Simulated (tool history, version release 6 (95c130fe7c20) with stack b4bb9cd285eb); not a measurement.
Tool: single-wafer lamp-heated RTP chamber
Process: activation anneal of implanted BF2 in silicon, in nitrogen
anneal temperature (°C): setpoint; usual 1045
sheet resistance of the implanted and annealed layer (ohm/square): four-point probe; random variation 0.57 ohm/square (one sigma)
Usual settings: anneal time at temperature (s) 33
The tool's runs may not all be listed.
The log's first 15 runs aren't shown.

run,hour,anneal temperature (°C),anneal time at temperature (s),"read-back reference wafer on the same gauge, sheet resistance",sheet resistance of the implanted and annealed layer (ohm/square)
16,699.7,1045,47,186.89,150.19
17,727.1,1045,47,187.01,151.12
18,763.3,1045,33,187.11,159.40
19,798.3,1071,26,187.11,144.98
20,866.9,1021,26,186.96,183.36
21,892.7,1065,33,186.76,144.16
# hour 928.8: pyrometer window cleaned and pyrometer calibrated
22,929.3,1060,26,187.19,153.80
23,972.4,1017,24,186.84,192.38
24,1025.5,1071,33,186.68,138.93
25,1080.3,1045,33,186.96,159.66
26,1107.9,1074,28,186.80,139.79
27,1142.0,1045,33,187.08,160.00
28,1192.0,1027,46,186.82,162.99
29,1238.4,1045,33,186.88,158.98
# hour 1267.4: pyrometer window cleaned and pyrometer calibrated
30,1278.7,1059,24,187.18,155.13
# hour 1295.0: reflector plate cleaned
31,1326.7,1060,26,187.01,152.93
32,1382.5,1017,24,187.01,190.91
33,1411.4,1045,18,187.12,172.10
34,1452.3,1045,44,187.10,153.16
35,1477.9,1061,40,187.06,144.08
# hour 1498.8: gauge calibrated
36,1510.8,1066,50,187.09,135.48

Forecast each of these 5 alternatives for the next run:
A,1511.2,1045,33,?,?
B,1511.2,1020,24,?,?
C,1511.2,1072,22,?,?
D,1511.2,1045,41,?,?
E,1511.2,1045,43,?,?

run,"read-back reference wafer on the same gauge, sheet resistance",sheet resistance of the implanted and annealed layer (ohm/square)
A,186.94,159.97
B,186.94,188.28
C,186.94,146.93
D,186.94,155.06
E,186.94,153.91
Without the tool's hidden state the same runs would have given:
run,sheet resistance of the implanted and annealed layer (ohm/square)
A,159.97
B,188.28
C,146.93
D,155.06
E,153.91

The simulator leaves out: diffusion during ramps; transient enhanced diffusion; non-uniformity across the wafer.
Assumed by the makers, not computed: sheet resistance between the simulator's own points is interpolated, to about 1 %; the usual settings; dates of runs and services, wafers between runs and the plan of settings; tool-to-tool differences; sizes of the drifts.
